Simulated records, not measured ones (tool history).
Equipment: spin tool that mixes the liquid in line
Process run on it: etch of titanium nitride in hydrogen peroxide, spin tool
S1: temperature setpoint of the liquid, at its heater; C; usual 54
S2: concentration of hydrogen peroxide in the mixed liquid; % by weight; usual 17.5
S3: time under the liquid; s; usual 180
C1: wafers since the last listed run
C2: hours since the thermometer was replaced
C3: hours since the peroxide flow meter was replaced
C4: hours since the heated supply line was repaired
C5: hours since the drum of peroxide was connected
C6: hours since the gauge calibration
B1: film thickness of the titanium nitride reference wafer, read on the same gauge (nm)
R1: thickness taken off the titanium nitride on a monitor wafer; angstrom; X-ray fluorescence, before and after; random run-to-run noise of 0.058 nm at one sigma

run	hour	S1	S2	S3	C1	C2	C3	C4	C5	C6	B1	R1
1	0	54	15	270	0	329.2	1642.2	3154.4	291.5	2300	110.02	185
2	25.4	54	17.5	220	188	354.6	1667.6	3179.8	316.9	2325.4	110.01	155.6
3	85.3	54	17.5	180	443	414.5	1727.5	3239.7	376.8	2385.3	110.01	128.5
4	137.6	54	17.5	180	387	466.8	1779.8	3292	429.1	2437.6	110.01	127.9
5	184.4	54	17.5	180	346	513.6	1826.6	3338.8	475.9	2484.4	109.98	127.5
# hour 224: heated supply line repaired
6	248.1	54	17.5	180	464	577.3	1890.3	24.1	539.6	2548.1	110.01	129.4
7	275.9	54	22	180	205	605.1	1918.1	51.9	567.4	2575.9	109.97	134.5
8	340.4	54	17.5	180	477	669.6	1982.6	116.4	631.9	2640.4	110.02	127.8
9	372.1	54	17.5	180	234	701.3	2014.3	148.1	663.6	2672.1	110.04	127.7
# hour 390.4: peroxide flow meter replaced
10	441.6	54	17.5	260	507	770.8	51.2	217.6	733.1	2741.6	109.96	185.8
11	485.8	48.5	17.5	135	327	815	95.4	261.8	777.3	2785.8	110.03	64.9
12	524.3	51.5	16	250	285	853.5	133.9	300.3	815.8	2824.3	110.04	145.8
# hour 539.4: thermometer replaced
13	576.1	54	21.5	120	376	36.7	185.7	352.1	867.6	2876.1	110.03	89.5
# hour 594.3: gauge calibrated
# hour 595.4: new drum of peroxide connected
14	633	49	13.5	180	413	93.6	242.6	409	37.6	38.7	109.98	84.9
15	659.6	54	17.5	180	196	120.2	269.2	435.6	64.2	65.3	110.02	128.8
16	714.4	48.5	21	85	405	175	324	490.4	119	120.1	110.03	42.4
17	753.5	54	17.5	180	289	214.1	363.1	529.5	158.1	159.2	110	127.9
18	793.1	54	20.5	210	293	253.7	402.7	569.1	197.7	198.8	110	154.3
19	833.6	54	19	180	299	294.2	443.2	609.6	238.2	239.3	110	129.6
20	892.1	59.5	17.5	180	433	352.7	501.7	668.1	296.7	297.8	109.98	186.5
21	1040.8	47.5	19.5	80	1101	501.4	650.4	816.8	445.4	446.5	110.01	36.5
22	1102.2	61	21	100	454	562.8	711.8	878.2	506.8	507.9	109.98	120.7
23	1159.1	51	17.5	180	421	619.7	768.7	935.1	563.7	564.8	110.01	103.2
24	1213.6	59	19.5	250	403	674.2	823.2	989.6	618.2	619.3	110	255.4

Each row is a separate what-if for the run after 24, all from the same tool condition, not one after another. Results?
A	1214.1	54	17.5	180	3	674.7	823.7	990.1	618.7	619.8	?	?
B	1214.1	54	15.5	180	3	674.7	823.7	990.1	618.7	619.8	?	?
C	1214.1	59	17.5	180	3	674.7	823.7	990.1	618.7	619.8	?	?
D	1214.1	54	19.5	180	3	674.7	823.7	990.1	618.7	619.8	?	?
E	1214.1	51	17.5	285	3	674.7	823.7	990.1	618.7	619.8	?	?

run	B1	R1
A	109.98	128.5
B	109.98	125.2
C	109.98	181.8
D	109.98	131.5
E	109.98	164.3
What these runs would have given with no unlogged condition in the tool:
run	R1
A	128.5
B	125.2
C	181.8
D	131.5
E	164.3
